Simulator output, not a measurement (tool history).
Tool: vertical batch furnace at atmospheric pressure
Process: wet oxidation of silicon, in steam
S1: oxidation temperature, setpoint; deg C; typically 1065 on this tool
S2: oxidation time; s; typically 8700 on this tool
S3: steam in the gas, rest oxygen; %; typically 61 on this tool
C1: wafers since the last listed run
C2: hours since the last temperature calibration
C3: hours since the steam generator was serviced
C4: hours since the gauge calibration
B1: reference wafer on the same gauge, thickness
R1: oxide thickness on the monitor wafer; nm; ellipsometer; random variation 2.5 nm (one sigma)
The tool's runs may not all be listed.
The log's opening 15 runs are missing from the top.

Run 16, hour 300.9: usual settings but S1 1059 deg C; C1 200; C2 4811.2; C3 15.5; C4 119; B1 587.29. Result: R1 691.91 nm.
Run 17, hour 312.5: usual settings; C1 154; C2 4822.8; C3 27.1; C4 130.6; B1 586.49. Result: R1 710 nm.
Run 18, hour 331.4: usual settings but S1 1078 deg C, S2 10110 s, S3 72 %; C1 252; C2 4841.7; C3 46; C4 149.5; B1 586.88. Result: R1 900.68 nm.
Run 19, hour 349.4: usual settings but S1 1086 deg C, S2 12660 s, S3 52 %; C1 240; C2 4859.7; C3 64; C4 167.5; B1 586.97. Result: R1 866.95 nm.
Run 20, hour 373.5: usual settings but S2 7470 s, S3 69 %; C1 321; C2 4883.8; C3 88.1; C4 191.6; B1 587.38. Result: R1 697.27 nm.
Run 21, hour 387.7: usual settings; C1 189; C2 4898; C3 102.3; C4 205.8; B1 586.92. Result: R1 706.09 nm.
Run 22, hour 405.8: usual settings but S1 1057 deg C, S2 10650 s, S3 51 %; C1 241; C2 4916.1; C3 120.4; C4 223.9; B1 587.35. Result: R1 689.7 nm.
At hour 432.2: thermocouples replaced and temperature profile calibrated.
Run 23, hour 432.7: usual settings but S1 1088 deg C, S2 10170 s; C1 38; C2 0.5; C3 147.3; C4 250.8; B1 586.14. Result: R1 850.77 nm.
Run 24, hour 439.2: usual settings but S1 1052 deg C, S2 5250 s, S3 66 %; C1 86; C2 7; C3 153.8; C4 257.3; B1 587.2. Result: R1 524.01 nm.
Run 25, hour 446.9: usual settings but S1 1049 deg C, S3 52 %; C1 102; C2 14.7; C3 161.5; C4 265; B1 587.33. Result: R1 600.42 nm.
Run 26, hour 463.9: usual settings but S1 1074 deg C, S2 5190 s, S3 50 %; C1 226; C2 31.7; C3 178.5; C4 282; B1 587.14. Result: R1 490.01 nm.
Run 27, hour 476.8: usual settings but S1 1047 deg C, S2 11760 s, S3 54 %; C1 172; C2 44.6; C3 191.4; C4 294.9; B1 587.1. Result: R1 727.16 nm.
Run 28, hour 489.5: usual settings; C1 169; C2 57.3; C3 204.1; C4 307.6; B1 586.82. Result: R1 709.37 nm.
Run 29, hour 510.7: usual settings but S2 6030 s; C1 282; C2 78.5; C3 225.3; C4 328.8; B1 587.62. Result: R1 570.15 nm.
Run 30, hour 528.8: usual settings; C1 241; C2 96.6; C3 243.4; C4 346.9; B1 586.93. Result: R1 709.71 nm.
Run 31, hour 553.3: usual settings but S2 11880 s, S3 69 %; C1 326; C2 121.1; C3 267.9; C4 371.4; B1 587.36. Result: R1 909.41 nm.
Run 32, hour 569.9: usual settings but S1 1074 deg C, S2 5430 s; C1 221; C2 137.7; C3 284.5; C4 388; B1 586.84. Result: R1 563.57 nm.
Run 33, hour 583.2: usual settings but S3 57 %; C1 177; C2 151; C3 297.8; C4 401.3; B1 587.07. Result: R1 680.61 nm.
Run 34, hour 599.9: usual settings; C1 222; C2 167.7; C3 314.5; C4 418; B1 586.48. Result: R1 710.66 nm.
Run 35, hour 617.5: usual settings but S2 5070 s; C1 234; C2 185.3; C3 332.1; C4 435.6; B1 586.78. Result: R1 518.86 nm.
Run 36, hour 641.8: usual settings but S2 11730 s; C1 324; C2 209.6; C3 356.4; C4 459.9; B1 587.85. Result: R1 840.53 nm.
Run 37, hour 659.2: usual settings but S2 10830 s, S3 65 %; C1 232; C2 227; C3 373.8; C4 477.3; B1 586.92. Result: R1 834.07 nm.

Alternative continuations, all from the tool just after run 37; predict every row:
Run A, hour 665.8: usual settings but S2 6420 s; C1 88; C2 233.6; C3 380.4; C4 483.9; B1 ?. Result: R1 ?.
Run B, hour 665.8: usual settings but S3 52 %; C1 88; C2 233.6; C3 380.4; C4 483.9; B1 ?. Result: R1 ?.
Run C, hour 665.8: usual settings but S1 1085 deg C, S2 10740 s, S3 51 %; C1 88; C2 233.6; C3 380.4; C4 483.9; B1 ?. Result: R1 ?.
Run D, hour 665.8: usual settings but S1 1042 deg C, S2 10710 s, S3 70 %; C1 88; C2 233.6; C3 380.4; C4 483.9; B1 ?. Result: R1 ?.
Run E, hour 665.8: usual settings but S2 7050 s; C1 88; C2 233.6; C3 380.4; C4 483.9; B1 ?. Result: R1 ?.

run      B1      R1
  A  587.23  593.52
  B  587.23  645.34
  C  587.23  781.06
  D  587.23  778.91
  E  587.23   626.7
With no hidden state in the tool, these same runs would have given:
run      R1
  A     596
  B     648
  C  784.17
  D  782.15
  E   629.3
